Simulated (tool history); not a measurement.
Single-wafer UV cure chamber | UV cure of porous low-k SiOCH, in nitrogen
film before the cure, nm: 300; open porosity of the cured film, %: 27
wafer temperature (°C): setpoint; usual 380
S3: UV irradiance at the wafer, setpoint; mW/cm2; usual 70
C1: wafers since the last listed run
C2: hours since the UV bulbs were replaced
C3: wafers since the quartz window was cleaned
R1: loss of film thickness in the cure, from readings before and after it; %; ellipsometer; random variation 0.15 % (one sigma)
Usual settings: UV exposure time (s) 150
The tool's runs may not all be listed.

{"run": 1, "hour": 0.0, "wafer temperature (°C)": 380, "UV exposure time (s)": 150, "S3": 70, "C1": 0, "C2": 1960.6, "C3": 1060, "R1": 8.174}
{"run": 2, "hour": 11.1, "wafer temperature (°C)": 380, "UV exposure time (s)": 150, "S3": 70, "C1": 60, "C2": 1971.7, "C3": 1120, "R1": 8.284}
{"run": 3, "hour": 64.6, "wafer temperature (°C)": 380, "UV exposure time (s)": 150, "S3": 99, "C1": 291, "C2": 2025.2, "C3": 1412, "R1": 9.415}
{"run": 4, "hour": 71.5, "wafer temperature (°C)": 380, "UV exposure time (s)": 150, "S3": 99, "C1": 37, "C2": 2032.1, "C3": 1449, "R1": 9.456}
{"run": 5, "hour": 87.8, "wafer temperature (°C)": 380, "UV exposure time (s)": 150, "S3": 70, "C1": 88, "C2": 2048.4, "C3": 1538, "R1": 7.779}
{"run": 6, "hour": 129.7, "wafer temperature (°C)": 380, "UV exposure time (s)": 150, "S3": 70, "C1": 228, "C2": 2090.3, "C3": 1766, "R1": 7.515}
{"hour": 144.3, "done": "UV bulbs replaced"}
{"run": 7, "hour": 144.8, "wafer temperature (°C)": 380, "UV exposure time (s)": 150, "S3": 70, "C1": 38, "C2": 0.5, "C3": 1805, "R1": 7.882}
{"run": 8, "hour": 147.7, "wafer temperature (°C)": 380, "UV exposure time (s)": 150, "S3": 47, "C1": 15, "C2": 3.4, "C3": 1820, "R1": 6.183}
{"run": 9, "hour": 161.7, "wafer temperature (°C)": 364, "UV exposure time (s)": 150, "S3": 70, "C1": 76, "C2": 17.4, "C3": 1897, "R1": 7.381}
{"run": 10, "hour": 176.9, "wafer temperature (°C)": 364, "UV exposure time (s)": 150, "S3": 70, "C1": 82, "C2": 32.6, "C3": 1979, "R1": 7.245}
{"run": 11, "hour": 192.3, "wafer temperature (°C)": 380, "UV exposure time (s)": 130, "S3": 70, "C1": 83, "C2": 48.0, "C3": 2063, "R1": 6.822}
{"run": 12, "hour": 200.3, "wafer temperature (°C)": 380, "UV exposure time (s)": 175, "S3": 70, "C1": 43, "C2": 56.0, "C3": 2107, "R1": 8.004}
{"hour": 221.5, "done": "quartz window cleaned"}
{"run": 13, "hour": 222.0, "wafer temperature (°C)": 380, "UV exposure time (s)": 150, "S3": 41, "C1": 74, "C2": 77.7, "C3": 2, "R1": 6.321}
{"run": 14, "hour": 229.6, "wafer temperature (°C)": 363, "UV exposure time (s)": 210, "S3": 107, "C1": 41, "C2": 85.3, "C3": 44, "R1": 11.28}
{"run": 15, "hour": 244.5, "wafer temperature (°C)": 380, "UV exposure time (s)": 150, "S3": 70, "C1": 81, "C2": 100.2, "C3": 125, "R1": 8.218}
{"run": 16, "hour": 258.2, "wafer temperature (°C)": 365, "UV exposure time (s)": 190, "S3": 86, "C1": 74, "C2": 113.9, "C3": 199, "R1": 9.796}
{"run": 17, "hour": 275.4, "wafer temperature (°C)": 365, "UV exposure time (s)": 190, "S3": 87, "C1": 93, "C2": 131.1, "C3": 293, "R1": 9.953}
{"run": 18, "hour": 286.9, "wafer temperature (°C)": 380, "UV exposure time (s)": 150, "S3": 50, "C1": 62, "C2": 142.6, "C3": 356, "R1": 6.736}
{"run": 19, "hour": 298.3, "wafer temperature (°C)": 380, "UV exposure time (s)": 150, "S3": 70, "C1": 62, "C2": 154.0, "C3": 418, "R1": 8.365}
{"run": 20, "hour": 314.6, "wafer temperature (°C)": 369, "UV exposure time (s)": 105, "S3": 70, "C1": 88, "C2": 170.3, "C3": 506, "R1": 6.74}
{"run": 21, "hour": 328.4, "wafer temperature (°C)": 394, "UV exposure time (s)": 150, "S3": 58, "C1": 75, "C2": 184.1, "C3": 582, "R1": 7.713}
{"run": 22, "hour": 340.0, "wafer temperature (°C)": 380, "UV exposure time (s)": 150, "S3": 70, "C1": 63, "C2": 195.7, "C3": 645, "R1": 8.265}

5 ways to go on from here, each from the tool as it stands after run 22. What would each give?
{"run": "A", "hour": 340.5, "wafer temperature (°C)": 380, "UV exposure time (s)": 150, "S3": 70, "C1": 2, "C2": 196.2, "C3": 647, "R1": "?"}
{"run": "B", "hour": 340.5, "wafer temperature (°C)": 369, "UV exposure time (s)": 150, "S3": 70, "C1": 2, "C2": 196.2, "C3": 647, "R1": "?"}
{"run": "C", "hour": 340.5, "wafer temperature (°C)": 392, "UV exposure time (s)": 105, "S3": 70, "C1": 2, "C2": 196.2, "C3": 647, "R1": "?"}
{"run": "D", "hour": 340.5, "wafer temperature (°C)": 396, "UV exposure time (s)": 210, "S3": 70, "C1": 2, "C2": 196.2, "C3": 647, "R1": "?"}
{"run": "E", "hour": 340.5, "wafer temperature (°C)": 373, "UV exposure time (s)": 60, "S3": 48, "C1": 2, "C2": 196.2, "C3": 647, "R1": "?"}

run=A R1=8.335
run=B R1=8.142
run=C R1=7.049
run=D R1=10.060
run=E R1=3.477
Without the tool's hidden state the same runs would have given:
run=A R1=8.595
run=B R1=8.401
run=C R1=7.300
run=D R1=10.328
run=E R1=3.651
